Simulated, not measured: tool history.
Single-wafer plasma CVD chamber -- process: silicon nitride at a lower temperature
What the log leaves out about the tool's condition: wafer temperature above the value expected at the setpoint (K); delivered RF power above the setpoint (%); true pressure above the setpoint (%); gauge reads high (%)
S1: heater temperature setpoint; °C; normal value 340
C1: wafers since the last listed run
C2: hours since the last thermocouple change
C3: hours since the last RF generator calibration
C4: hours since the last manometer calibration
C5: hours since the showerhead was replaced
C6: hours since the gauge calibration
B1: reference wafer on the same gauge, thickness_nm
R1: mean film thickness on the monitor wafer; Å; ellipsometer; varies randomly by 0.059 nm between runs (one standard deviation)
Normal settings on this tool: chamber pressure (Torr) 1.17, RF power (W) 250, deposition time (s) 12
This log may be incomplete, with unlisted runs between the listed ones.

{"run": 1, "hour": 0.0, "S1": 340, "chamber pressure (Torr)": 1.17, "RF power (W)": 250, "deposition time (s)": 11.5, "C1": 0, "C2": 1523.9, "C3": 626.6, "C4": 608, "C5": 3843.2, "C6": 302, "B1": 10.79, "R1": 100.24}
{"run": 2, "hour": 105.4, "S1": 340, "chamber pressure (Torr)": 1.17, "RF power (W)": 250, "deposition time (s)": 11.5, "C1": 2265, "C2": 1629.3, "C3": 732, "C4": 713.4, "C5": 3948.6, "C6": 407.4, "B1": 10.791, "R1": 99.66}
{"run": 3, "hour": 155.6, "S1": 344, "chamber pressure (Torr)": 1.17, "RF power (W)": 250, "deposition time (s)": 12, "C1": 1078, "C2": 1679.5, "C3": 782.2, "C4": 763.6, "C5": 3998.8, "C6": 457.6, "B1": 10.797, "R1": 104.16}
{"run": 4, "hour": 255.3, "S1": 344, "chamber pressure (Torr)": 1.17, "RF power (W)": 250, "deposition time (s)": 12, "C1": 2142, "C2": 1779.2, "C3": 881.9, "C4": 863.3, "C5": 4098.5, "C6": 557.3, "B1": 10.801, "R1": 102.45}
{"run": 5, "hour": 338.3, "S1": 340, "chamber pressure (Torr)": 1.38, "RF power (W)": 250, "deposition time (s)": 12, "C1": 1783, "C2": 1862.2, "C3": 964.9, "C4": 946.3, "C5": 4181.5, "C6": 640.3, "B1": 10.802, "R1": 111.35}
{"run": 6, "hour": 388.9, "S1": 340, "chamber pressure (Torr)": 1.17, "RF power (W)": 250, "deposition time (s)": 12, "C1": 1087, "C2": 1912.8, "C3": 1015.5, "C4": 996.9, "C5": 4232.1, "C6": 690.9, "B1": 10.778, "R1": 102.3}
{"hour": 482.7, "done": "thermocouple changed; heater temperature recalibrated"}
{"run": 7, "hour": 483.2, "S1": 340, "chamber pressure (Torr)": 1.17, "RF power (W)": 250, "deposition time (s)": 12, "C1": 1854, "C2": 0.5, "C3": 1109.8, "C4": 1091.2, "C5": 4326.4, "C6": 785.2, "B1": 10.782, "R1": 102.03}
{"hour": 492.6, "done": "gauge calibrated"}
{"run": 8, "hour": 559.5, "S1": 340, "chamber pressure (Torr)": 1.17, "RF power (W)": 250, "deposition time (s)": 12.8, "C1": 1639, "C2": 76.8, "C3": 1186.1, "C4": 1167.5, "C5": 4402.7, "C6": 66.9, "B1": 10.782, "R1": 108.55}
{"hour": 611.6, "done": "RF generator calibrated"}
{"run": 9, "hour": 619.7, "S1": 353, "chamber pressure (Torr)": 1.45, "RF power (W)": 250, "deposition time (s)": 12, "C1": 1121, "C2": 137, "C3": 8.1, "C4": 1227.7, "C5": 4462.9, "C6": 127.1, "B1": 10.781, "R1": 116.32}
{"hour": 681.7, "done": "showerhead replaced"}
{"run": 10, "hour": 682.2, "S1": 340, "chamber pressure (Torr)": 1.31, "RF power (W)": 250, "deposition time (s)": 12, "C1": 1171, "C2": 199.5, "C3": 70.6, "C4": 1290.2, "C5": 0.5, "C6": 189.6, "B1": 10.817, "R1": 111.08}
{"hour": 705.4, "done": "capacitance manometer re-zeroed and calibrated"}
{"run": 11, "hour": 773.8, "S1": 340, "chamber pressure (Torr)": 1.17, "RF power (W)": 250, "deposition time (s)": 12, "C1": 1796, "C2": 291.1, "C3": 162.2, "C4": 68.4, "C5": 92.1, "C6": 281.2, "B1": 10.804, "R1": 108.91}
{"run": 12, "hour": 875.9, "S1": 340, "chamber pressure (Torr)": 0.9, "RF power (W)": 235, "deposition time (s)": 14.1, "C1": 2194, "C2": 393.2, "C3": 264.3, "C4": 170.5, "C5": 194.2, "C6": 383.3, "B1": 10.817, "R1": 104.85}
{"run": 13, "hour": 953.1, "S1": 331, "chamber pressure (Torr)": 1.05, "RF power (W)": 230, "deposition time (s)": 11.2, "C1": 1659, "C2": 470.4, "C3": 341.5, "C4": 247.7, "C5": 271.4, "C6": 460.5, "B1": 10.782, "R1": 89.84}
{"run": 14, "hour": 1040.9, "S1": 349, "chamber pressure (Torr)": 1.17, "RF power (W)": 270, "deposition time (s)": 9.6, "C1": 1886, "C2": 558.2, "C3": 429.3, "C4": 335.5, "C5": 359.2, "C6": 548.3, "B1": 10.776, "R1": 87.71}
{"run": 15, "hour": 1138.4, "S1": 349, "chamber pressure (Torr)": 0.95, "RF power (W)": 290, "deposition time (s)": 9.7, "C1": 2095, "C2": 655.7, "C3": 526.8, "C4": 433, "C5": 456.7, "C6": 645.8, "B1": 10.804, "R1": 81.23}

Predict each of these 4 candidate next runs independently; none follows another, all start after run 15:
{"run": "A", "hour": 1138.8, "S1": 340, "chamber pressure (Torr)": 1.17, "RF power (W)": 250, "deposition time (s)": 12, "C1": 8, "C2": 656.1, "C3": 527.2, "C4": 433.4, "C5": 457.1, "C6": 646.2, "B1": "?", "R1": "?"}
{"run": "B", "hour": 1138.8, "S1": 340, "chamber pressure (Torr)": 1.42, "RF power (W)": 250, "deposition time (s)": 12, "C1": 8, "C2": 656.1, "C3": 527.2, "C4": 433.4, "C5": 457.1, "C6": 646.2, "B1": "?", "R1": "?"}
{"run": "C", "hour": 1138.8, "S1": 340, "chamber pressure (Torr)": 1.17, "RF power (W)": 215, "deposition time (s)": 10.5, "C1": 8, "C2": 656.1, "C3": 527.2, "C4": 433.4, "C5": 457.1, "C6": 646.2, "B1": "?", "R1": "?"}
{"run": "D", "hour": 1138.8, "S1": 335, "chamber pressure (Torr)": 1.17, "RF power (W)": 250, "deposition time (s)": 12.8, "C1": 8, "C2": 656.1, "C3": 527.2, "C4": 433.4, "C5": 457.1, "C6": 646.2, "B1": "?", "R1": "?"}

run=A B1=10.815 R1=105.33
run=B B1=10.815 R1=115.15
run=C B1=10.815 R1=85.38
run=D B1=10.815 R1=112.52
With no hidden state in the tool, these same runs would have given:
run=A R1=110.4
run=B R1=120.63
run=C R1=89.65
run=D R1=117.93

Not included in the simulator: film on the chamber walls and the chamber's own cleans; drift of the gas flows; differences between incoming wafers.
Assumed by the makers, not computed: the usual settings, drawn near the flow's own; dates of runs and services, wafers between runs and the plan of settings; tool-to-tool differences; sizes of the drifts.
